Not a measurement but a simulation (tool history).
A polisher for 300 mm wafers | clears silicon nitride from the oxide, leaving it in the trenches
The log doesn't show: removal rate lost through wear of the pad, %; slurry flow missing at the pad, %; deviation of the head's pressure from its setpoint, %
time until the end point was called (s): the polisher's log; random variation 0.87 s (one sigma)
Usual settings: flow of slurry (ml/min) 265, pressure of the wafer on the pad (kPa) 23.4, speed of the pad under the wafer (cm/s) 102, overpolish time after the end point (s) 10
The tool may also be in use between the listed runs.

run,day,flow of slurry (ml/min),pressure of the wafer on the pad (kPa),speed of the pad under the wafer (cm/s),overpolish time after the end point (s),wafers since the last listed run,wafers polished on this pad,hours since the slurry nozzle was cleaned,hours since the head pressure was calibrated,"incoming thickness of the incoming film, nm",time until the end point was called (s)
1,0,265,23.4,102,12,0,1327,597.5,951.4,79.6,64.6
# day 2.425: slurry nozzle cleaned
# day 2.792: head pressure recalibrated
2,2.925,265,23.4,102,10,646,1973,12,3.2,78.8,64.7
3,5.633,265,23.4,102,10,624,2598,77,68.2,80.5,65.9
# day 6.283: worn pad replaced by a new one
4,6.796,265,23.4,102,10,229,118,104.9,96.1,80.4,62.2
5,8.058,265,23.4,102,10,291,409,135.2,126.4,78.9,61.8
6,11.383,215,23.4,102,10,767,1176,215,206.2,78.5,64.9
7,13.838,265,23.4,102,10,566,1743,273.9,265.1,80.7,65.6
8,15.629,265,23.4,102,10,413,2156,316.9,308.1,81.2,68.7
9,16.879,265,23.4,102,10,288,2444,346.9,338.1,80.3,64.8
# day 19.529: worn pad replaced by a new one
10,19.55,235,23.4,102,10,577,4,411,402.2,80.9,70.2
11,21.858,235,23.4,102,10,532,537,466.4,457.6,81,70.5
# day 23.296: slurry nozzle cleaned
12,23.483,265,23.4,102,10,365,902,4.5,496.6,80.9,70.9
13,30.558,265,23.4,130,16,1632,2534,174.3,666.4,79.4,56.6
# day 31.2: worn pad replaced by a new one, repeated, since the last time left the tool worse
# day 38.217: head pressure recalibrated
14,38.946,345,17.2,70,10,1877,1767,375.6,17.5,79.4,125.7
15,40.038,265,23.4,102,16,251,2019,401.8,43.7,79.8,63.6
# day 42.175: worn pad replaced by a new one
16,42.721,265,23.4,130,16,580,125,466.2,108.1,79.9,48.1
17,45.458,265,16.5,102,8,631,757,531.9,173.8,79.8,90.1
18,48.396,265,23.4,102,6,677,1434,602.4,244.3,80.8,64.3
# day 50.333: slurry nozzle cleaned
19,51.25,265,23.4,102,10,648,2083,22,312.8,80.6,63.5
20,53.383,265,23.4,66,10,492,2576,73.2,364,80,99.2
# day 54.808: worn pad replaced by a new one
21,54.829,265,23.4,102,10,295,5,107.9,398.7,79.3,61.3
22,56.379,265,23.4,102,10,357,362,145.1,435.9,79.5,60.8
23,58.304,295,31.7,66,10,444,807,191.3,482.1,79.5,71.3
24,59.754,265,23.4,78,5,334,1141,226.1,516.9,79.6,84.4
25,61.304,265,18.6,84,5,357,1499,263.3,554.1,79.9,100.3

What the log doesn't show, run by run:
slurry flow missing at the pad, %: 0 in every run
deviation of the head's pressure from its setpoint, %: 0 in every run
H1: removal rate lost through wear of the pad, %
run,H1
1,5.28
2,6.02
3,6.36
4,1.59
5,2.97
6,5.08
7,5.84
8,6.17
9,6.33
10,10.1
11,12.6
12,13.7
13,15.5
14,5.12
15,5.32
16,0.786
17,3.3
18,4.64
19,5.29
20,5.55
21,0.395
22,2.24
23,3.74
24,4.48
25,5.04
